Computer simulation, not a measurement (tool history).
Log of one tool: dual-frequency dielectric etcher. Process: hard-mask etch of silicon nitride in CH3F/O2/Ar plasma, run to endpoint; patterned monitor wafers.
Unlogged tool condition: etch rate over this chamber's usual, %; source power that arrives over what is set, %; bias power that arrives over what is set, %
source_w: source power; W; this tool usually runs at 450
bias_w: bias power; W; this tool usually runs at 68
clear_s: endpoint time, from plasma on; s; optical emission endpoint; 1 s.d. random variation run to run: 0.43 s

run	hour	source_w	bias_w	wafers since the last listed run	hours since the last wet clean	hours since the last source power generator calibration	hours since the last bias power generator calibration	hours since the last upper electrode change	incoming incoming film thickness, nm	clear_s
1	0	450	68	0	443.8	2065	3444.6	4133.9	54	66.4
# hour 69: wet clean of the chamber
2	90.7	450	68	934	21.7	2155.7	3535.3	4224.6	53.9	69.3
3	141.3	450	68	708	72.3	2206.3	3585.9	4275.2	53.9	68.4
4	189.4	520	57	673	120.4	2254.4	3634	4323.3	53.6	71
5	242.5	520	57	743	173.5	2307.5	3687.1	4376.4	53.7	70.8
6	284.1	450	68	582	215.1	2349.1	3728.7	4418	53.1	66.7
7	317	450	63	460	248	2382	3761.6	4450.9	53	69
8	476.5	450	68	2234	407.5	2541.5	3921.1	4610.4	53.7	66.3
# hour 529.5: wet clean of the chamber
# hour 593.9: upper electrode replaced
9	679.6	450	68	2172	150.1	2744.6	4124.2	85.7	53.1	67
10	736	450	68	789	206.5	2801	4180.6	142.1	53.1	67.2
11	890.6	450	68	2165	361.1	2955.6	4335.2	296.7	54	67.9
12	949.8	410	55	829	420.3	3014.8	4394.4	355.9	53	74.1
13	979	410	55	408	449.5	3044	4423.6	385.1	53.3	74.4
# hour 1056.5: wet clean of the chamber
14	1057	380	80	756	0.5	3122	4501.6	463.1	53.3	65.4
15	1085.2	410	56	394	28.7	3150.2	4529.8	491.3	53.3	75.8
# hour 1094.8: source power generator calibrated
16	1115.4	450	61	366	58.9	20.6	4560	521.5	53.5	72.2
17	1159.6	520	53	619	103.1	64.8	4604.2	565.7	53.3	73.3
18	1203.1	420	83	609	146.6	108.3	4647.7	609.2	53.4	62
19	1273.8	410	55	990	217.3	179	4718.4	679.9	53.5	76
# hour 1283.3: bias power generator calibrated
20	1323.1	450	68	634	266.6	228.3	39.8	729.2	54	67.6
21	1391.8	450	68	962	335.3	297	108.5	797.9	53.7	66.8
22	1423.7	450	68	446	367.2	328.9	140.4	829.8	53.3	66.3
23	1457.1	450	68	467	400.6	362.3	173.8	863.2	53.7	66.4
24	1496.9	530	74	557	440.4	402.1	213.6	903	53.9	61.3
25	1558.5	390	61	862	502	463.7	275.2	964.6	53.2	70.3
26	1616.8	500	53	816	560.3	522	333.5	1022.9	53.1	71.2
# hour 1648.3: wet clean of the chamber
27	1679.2	410	55	537	30.9	584.4	395.9	1085.3	53.8	78.6
28	1705.8	450	68	372	57.5	611	422.5	1111.9	53.3	69.2
29	1756.9	500	59	715	108.6	662.1	473.6	1163	53.3	71.4
30	1791.1	480	74	479	142.8	696.3	507.8	1197.2	53.5	64.4
31	1996.1	450	73	2871	347.8	901.3	712.8	1402.2	53.3	64.5
32	2035.1	340	59	546	386.8	940.3	751.8	1441.2	53.6	75.7
33	2077.8	370	82	598	429.5	983	794.5	1483.9	52.7	62.1
34	2117.4	490	79	554	469.1	1022.6	834.1	1523.5	53.4	60.7
# hour 2160.7: wet clean of the chamber
35	2165.5	390	77	337	4.8	1070.7	882.2	1571.6	53.1	66.7
36	2226.3	450	68	851	65.6	1131.5	943	1632.4	53.3	67.9

Selected run-to-run steps in clear_s, each split into two signed amounts: the part the tool would show with no hidden state at all (from settings, incoming material and random variation), and the remainder, which goes to the hidden state together with any gauge scatter not common to the measured and the hidden-state-free results:
Run 13 -> 14: source_w 410 -> 380, bias_w 55 -> 80, wet clean of the chamber. clear_s -9 s: hidden state +2.9, all else -11.9.
Run 17 -> 18: source_w 520 -> 420, bias_w 53 -> 83. clear_s -11.3 s: hidden state +0, all else -11.3.
Run 18 -> 19: source_w 420 -> 410, bias_w 83 -> 55. clear_s +14 s: hidden state -0.9, all else +14.9.
Run 26 -> 27: source_w 500 -> 410, bias_w 53 -> 55, wet clean of the chamber. clear_s +7.4 s: hidden state +4.2, all else +3.2.
Run 32 -> 33: source_w 340 -> 370, bias_w 59 -> 82. clear_s -13.6 s: hidden state +0.2, all else -13.8.
Run 34 -> 35: source_w 490 -> 390, bias_w 79 -> 77, wet clean of the chamber. clear_s +6 s: hidden state +2.8, all else +3.2.
